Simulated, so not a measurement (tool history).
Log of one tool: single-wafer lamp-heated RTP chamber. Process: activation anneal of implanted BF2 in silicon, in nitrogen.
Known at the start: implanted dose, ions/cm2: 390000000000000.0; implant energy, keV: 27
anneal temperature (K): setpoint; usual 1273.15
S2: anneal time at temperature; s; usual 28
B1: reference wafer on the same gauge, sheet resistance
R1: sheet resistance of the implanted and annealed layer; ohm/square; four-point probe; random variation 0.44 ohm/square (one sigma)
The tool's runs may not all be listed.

Run 1, day 0: usual settings; B1 243.02. Result: R1 292.79 ohm/square.
Run 2, day 0.704: usual settings but S2 18 s; B1 243.04. Result: R1 294.39 ohm/square.
Run 3, day 1.554: usual settings but S2 34 s; B1 243.01. Result: R1 290.98 ohm/square.
Run 4, day 2.579: usual settings but anneal temperature (K) 1252.15; B1 242.99. Result: R1 298.78 ohm/square.
Run 5, day 3.408: usual settings but anneal temperature (K) 1252.15; B1 242.99. Result: R1 298.11 ohm/square.
Run 6, day 4.304: usual settings; B1 242.98. Result: R1 291.41 ohm/square.
Run 7, day 4.917: usual settings but S2 24 s; B1 243.09. Result: R1 293.99 ohm/square.
At day 5.462: gauge calibrated.
Run 8, day 6.233: usual settings but S2 24 s; B1 243.01. Result: R1 293.49 ohm/square.
Run 9, day 7.379: usual settings but S2 24 s; B1 243. Result: R1 293.49 ohm/square.
Run 10, day 8.233: usual settings but anneal temperature (K) 1262.15, S2 22 s; B1 242.99. Result: R1 295.77 ohm/square.
Run 11, day 8.988: usual settings but anneal temperature (K) 1245.15, S2 38 s; B1 243.04. Result: R1 300.56 ohm/square.
Run 12, day 9.946: usual settings; B1 243. Result: R1 291.93 ohm/square.
At day 11.088: pyrometer window cleaned and pyrometer calibrated.
Run 13, day 11.108: usual settings but anneal temperature (K) 1254.15, S2 14 s; B1 243.01. Result: R1 301.68 ohm/square.
Run 14, day 12.238: usual settings but anneal temperature (K) 1252.15, S2 38 s; B1 243.08. Result: R1 297.27 ohm/square.
At day 13.542: reflector plate cleaned.
Run 15, day 13.562: usual settings but S2 35 s; B1 243. Result: R1 291.14 ohm/square.
Run 16, day 14.425: usual settings but anneal temperature (K) 1245.15, S2 23 s; B1 243.04. Result: R1 304.22 ohm/square.
Run 17, day 15.671: usual settings; B1 243.05. Result: R1 292.98 ohm/square.

The next listed run, before its measurement:
Run 18, day 16.612: usual settings but anneal temperature (K) 1252.15, S2 38 s; B1 ?. Result: R1 ?.

{"run 18": {"B1": 243.09, "R1": 296.9}}
Without the tool's hidden state the same run would have given R1 296.9 ohm/square.
